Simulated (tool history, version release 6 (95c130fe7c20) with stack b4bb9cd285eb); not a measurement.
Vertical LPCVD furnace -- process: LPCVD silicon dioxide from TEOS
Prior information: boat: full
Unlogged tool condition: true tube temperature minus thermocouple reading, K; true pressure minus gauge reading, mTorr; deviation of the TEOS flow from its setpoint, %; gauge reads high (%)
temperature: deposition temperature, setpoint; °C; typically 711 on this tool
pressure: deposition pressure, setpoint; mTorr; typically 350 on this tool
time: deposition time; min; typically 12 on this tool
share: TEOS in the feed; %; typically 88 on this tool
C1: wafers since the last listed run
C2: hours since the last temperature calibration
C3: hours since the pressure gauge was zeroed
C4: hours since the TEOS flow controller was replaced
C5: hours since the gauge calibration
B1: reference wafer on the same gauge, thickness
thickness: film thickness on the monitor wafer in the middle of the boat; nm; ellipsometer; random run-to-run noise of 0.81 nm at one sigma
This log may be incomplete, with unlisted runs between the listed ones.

Run 1, hour 0: usual settings but pressure 320 mTorr; C1 0; C2 3809.4; C3 3102.8; C4 4309.9; C5 1774.5; B1 118.99. Result: thickness 133.9 nm.
Run 2, hour 74.6: usual settings; C1 872; C2 3884; C3 3177.4; C4 4384.5; C5 1849.1; B1 119.04. Result: thickness 141.62 nm.
Run 3, hour 131.3: usual settings; C1 662; C2 3940.7; C3 3234.1; C4 4441.2; C5 1905.8; B1 118.99. Result: thickness 141.11 nm.
Run 4, hour 189.6: usual settings; C1 681; C2 3999; C3 3292.4; C4 4499.5; C5 1964.1; B1 119.03. Result: thickness 142.14 nm.
At hour 222.6: gauge calibrated.
Run 5, hour 295.4: usual settings; C1 1237; C2 4104.8; C3 3398.2; C4 4605.3; C5 72.8; B1 118.94. Result: thickness 140.48 nm.
Run 6, hour 356.4: usual settings; C1 713; C2 4165.8; C3 3459.2; C4 4666.3; C5 133.8; B1 119.08. Result: thickness 140.06 nm.
Run 7, hour 406.4: usual settings; C1 584; C2 4215.8; C3 3509.2; C4 4716.3; C5 183.8; B1 118.98. Result: thickness 142 nm.
Run 8, hour 512.1: usual settings but pressure 290 mTorr; C1 1235; C2 4321.5; C3 3614.9; C4 4822; C5 289.5; B1 119. Result: thickness 126.77 nm.
Run 9, hour 592.8: usual settings but pressure 290 mTorr; C1 943; C2 4402.2; C3 3695.6; C4 4902.7; C5 370.2; B1 118.91. Result: thickness 128 nm.
Run 10, hour 684.5: usual settings but pressure 290 mTorr; C1 1072; C2 4493.9; C3 3787.3; C4 4994.4; C5 461.9; B1 119.04. Result: thickness 127.07 nm.
Run 11, hour 735.9: usual settings but pressure 400 mTorr; C1 600; C2 4545.3; C3 3838.7; C4 5045.8; C5 513.3; B1 118.94. Result: thickness 149.47 nm.
Run 12, hour 816.9: usual settings but pressure 400 mTorr; C1 947; C2 4626.3; C3 3919.7; C4 5126.8; C5 594.3; B1 118.92. Result: thickness 151.26 nm.
At hour 868.2: pressure gauge zeroed.
Run 13, hour 921.2: usual settings; C1 938; C2 4730.6; C3 53; C4 5231.1; C5 698.6; B1 119.06. Result: thickness 143.61 nm.
Run 14, hour 983.1: usual settings; C1 723; C2 4792.5; C3 114.9; C4 5293; C5 760.5; B1 119.06. Result: thickness 143.46 nm.
Run 15, hour 1179.6: usual settings but temperature 704 °C; C1 2297; C2 4989; C3 311.4; C4 5489.5; C5 957; B1 119.02. Result: thickness 122.88 nm.
Run 16, hour 1276.5: usual settings; C1 1132; C2 5085.9; C3 408.3; C4 5586.4; C5 1053.9; B1 118.99. Result: thickness 143.3 nm.
At hour 1308.7: thermocouples replaced and temperature profile calibrated.
Run 17, hour 1349.5: usual settings but temperature 703 °C, time 16.5 min, share 73 %; C1 572; C2 40.8; C3 481.3; C4 5659.4; C5 1126.9; B1 118.99. Result: thickness 149.63 nm.
Run 18, hour 1398.5: usual settings; C1 572; C2 89.8; C3 530.3; C4 5708.4; C5 1175.9; B1 118.97. Result: thickness 143.78 nm.
Run 19, hour 1451.1: usual settings; C1 615; C2 142.4; C3 582.9; C4 5761; C5 1228.5; B1 118.89. Result: thickness 144.07 nm.
Run 20, hour 1527.7: usual settings but share 76 %; C1 895; C2 219; C3 659.5; C4 5837.6; C5 1305.1; B1 118.86. Result: thickness 133.24 nm.
Run 21, hour 1579: usual settings but temperature 702 °C; C1 599; C2 270.3; C3 710.8; C4 5888.9; C5 1356.4; B1 119.07. Result: thickness 115.71 nm.
At hour 1798.6: gauge calibrated.
Run 22, hour 1879.8: usual settings but temperature 714 °C, pressure 415 mTorr, time 8.5 min; C1 3516; C2 571.1; C3 1011.6; C4 6189.7; C5 81.2; B1 119.03. Result: thickness 118.36 nm.
At hour 1905.1: TEOS flow controller replaced.
Run 23, hour 2054.4: usual settings; C1 1760; C2 745.7; C3 1186.2; C4 149.3; C5 255.8; B1 119.05. Result: thickness 143.69 nm.
Run 24, hour 2358: usual settings; C1 3549; C2 1049.3; C3 1489.8; C4 452.9; C5 559.4; B1 119.13. Result: thickness 142.75 nm.
Run 25, hour 2423.6: usual settings but temperature 703 °C; C1 767; C2 1114.9; C3 1555.4; C4 518.5; C5 625; B1 118.98. Result: thickness 117.28 nm.
Run 26, hour 2501: usual settings but temperature 720 °C, pressure 390 mTorr, share 78 %; C1 904; C2 1192.3; C3 1632.8; C4 595.9; C5 702.4; B1 118.99. Result: thickness 175.68 nm.
Run 27, hour 2747.3: usual settings but share 78 %; C1 2879; C2 1438.6; C3 1879.1; C4 842.2; C5 948.7; B1 119.05. Result: thickness 133.38 nm.
Run 28, hour 2806.6: usual settings but pressure 385 mTorr, time 10.5 min; C1 693; C2 1497.9; C3 1938.4; C4 901.5; C5 1008; B1 118.91. Result: thickness 129.11 nm.
Run 29, hour 3062.9: usual settings; C1 2996; C2 1754.2; C3 2194.7; C4 1157.8; C5 1264.3; B1 118.97. Result: thickness 141.12 nm.
Run 30, hour 3130.3: usual settings; C1 788; C2 1821.6; C3 2262.1; C4 1225.2; C5 1331.7; B1 119.03. Result: thickness 142.69 nm.
Run 31, hour 3216.6: usual settings but time 13.5 min; C1 1009; C2 1907.9; C3 2348.4; C4 1311.5; C5 1418; B1 118.94. Result: thickness 160.68 nm.
Run 32, hour 3308: usual settings but pressure 315 mTorr, time 10.5 min; C1 1068; C2 1999.3; C3 2439.8; C4 1402.9; C5 1509.4; B1 118.97. Result: thickness 116.73 nm.

3 ways to go on from here, each from the tool as it stands after run 32. What would each give?
Run A, hour 3312.3: usual settings but temperature 714 °C; C1 50; C2 2003.6; C3 2444.1; C4 1407.2; C5 1513.7; B1 ?. Result: thickness ?.
Run B, hour 3312.3: usual settings but temperature 705 °C, time 13.5 min; C1 50; C2 2003.6; C3 2444.1; C4 1407.2; C5 1513.7; B1 ?. Result: thickness ?.
Run C, hour 3312.3: usual settings but share 75 %; C1 50; C2 2003.6; C3 2444.1; C4 1407.2; C5 1513.7; B1 ?. Result: thickness ?.

run      B1  thickness
  A  119.02     151.24
  B  119.02     138.57
  C  119.02     130.44
Stripped of hidden state, with their random variation kept, the same runs would have yielded:
run  thickness
  A     154.39
  B     141.46
  C     133.16

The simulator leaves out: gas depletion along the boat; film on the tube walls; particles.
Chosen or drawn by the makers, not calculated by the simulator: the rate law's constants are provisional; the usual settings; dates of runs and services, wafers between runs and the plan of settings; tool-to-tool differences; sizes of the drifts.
